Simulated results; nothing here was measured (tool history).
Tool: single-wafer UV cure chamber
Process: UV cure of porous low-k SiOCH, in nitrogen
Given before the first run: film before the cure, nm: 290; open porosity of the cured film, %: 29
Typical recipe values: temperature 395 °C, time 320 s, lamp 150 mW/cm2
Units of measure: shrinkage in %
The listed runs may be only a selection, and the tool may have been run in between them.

| run | hour | temperature | time | lamp | shrinkage |
|---|---|---|---|---|---|
| 1 | 0 | 382 | 320 | 150 | 18.172 |
| 2 | 77.4 | 382 | 320 | 150 | 17.863 |
| 3 | 114.1 | 382 | 320 | 150 | 17.61 |
| 4 | 201.4 | 395 | 320 | 150 | 18.102 |
| 5 | 298.7 | 395 | 320 | 150 | 17.554 |
| 6 | 357 | 395 | 320 | 150 | 17.402 |
| 7 | 408.5 | 395 | 320 | 150 | 17.329 |
| 8 | 489.1 | 395 | 320 | 150 | 17.458 |
|  | 521.7 | quartz window cleaned |
| 9 | 539.7 | 395 | 275 | 172 | 18.532 |
| 10 | 577.8 | 395 | 275 | 172 | 18.09 |
| 11 | 647.3 | 395 | 410 | 150 | 19.287 |
| 12 | 704.2 | 395 | 320 | 150 | 17.011 |
| 13 | 764.3 | 395 | 320 | 150 | 17.294 |
| 14 | 851.1 | 395 | 320 | 150 | 16.676 |
| 15 | 918.5 | 395 | 320 | 150 | 16.55 |
|  | 971.9 | quartz window cleaned |
| 16 | 1004.9 | 395 | 320 | 150 | 17.659 |
| 17 | 1081.7 | 395 | 465 | 168 | 20.304 |
| 18 | 1123.3 | 395 | 210 | 150 | 14.442 |
| 19 | 1186.7 | 395 | 210 | 150 | 14.548 |
| 20 | 1245.8 | 395 | 320 | 150 | 16.546 |
| 21 | 1313.1 | 385 | 195 | 121 | 12.611 |
| 22 | 1411.6 | 376 | 320 | 150 | 15.681 |
|  | 1476.4 | UV bulbs replaced |
|  | 1485.5 | quartz window cleaned |
| 23 | 1502.9 | 388 | 370 | 169 | 20.202 |
| 24 | 1563.1 | 395 | 420 | 150 | 20.377 |
| 25 | 1622.2 | 415 | 320 | 113 | 17.372 |
| 26 | 1691.5 | 401 | 320 | 150 | 18.207 |
| 27 | 1735.1 | 395 | 320 | 150 | 17.888 |
| 28 | 1799.3 | 395 | 320 | 150 | 18.031 |
| 29 | 1839.4 | 411 | 210 | 126 | 14.538 |
| 30 | 1883.3 | 395 | 190 | 150 | 14.644 |
|  | 1914.2 | quartz window cleaned |
| 31 | 1985.6 | 411 | 450 | 135 | 19.946 |
| 32 | 2028.7 | 395 | 320 | 150 | 18.359 |
| 33 | 2075 | 402 | 320 | 150 | 18.131 |
| 34 | 2115.2 | 395 | 320 | 150 | 17.748 |
| 35 | 2191.3 | 395 | 320 | 150 | 17.546 |
| 36 | 2227.3 | 395 | 320 | 150 | 17.154 |
| 37 | 2267.5 | 395 | 320 | 150 | 17.159 |
| 38 | 2311.2 | 395 | 320 | 150 | 17.704 |

Forecast each of these 5 alternatives for the next run:
| A | 2311.7 | 414 | 320 | 150 | ? |
| B | 2311.7 | 395 | 320 | 129 | ? |
| C | 2311.7 | 405 | 135 | 112 | ? |
| D | 2311.7 | 404 | 320 | 180 | ? |
| E | 2311.7 | 377 | 405 | 181 | ? |

| run | shrinkage |
|---|---|
| A | 17.586 |
| B | 16.323 |
| C | 11.114 |
| D | 18.416 |
| E | 19.189 |
What these runs would have given with no unlogged condition in the tool:
| run | shrinkage |
|---|---|
| A | 19.547 |
| B | 18.264 |
| C | 12.905 |
| D | 20.383 |
| E | 21.159 |

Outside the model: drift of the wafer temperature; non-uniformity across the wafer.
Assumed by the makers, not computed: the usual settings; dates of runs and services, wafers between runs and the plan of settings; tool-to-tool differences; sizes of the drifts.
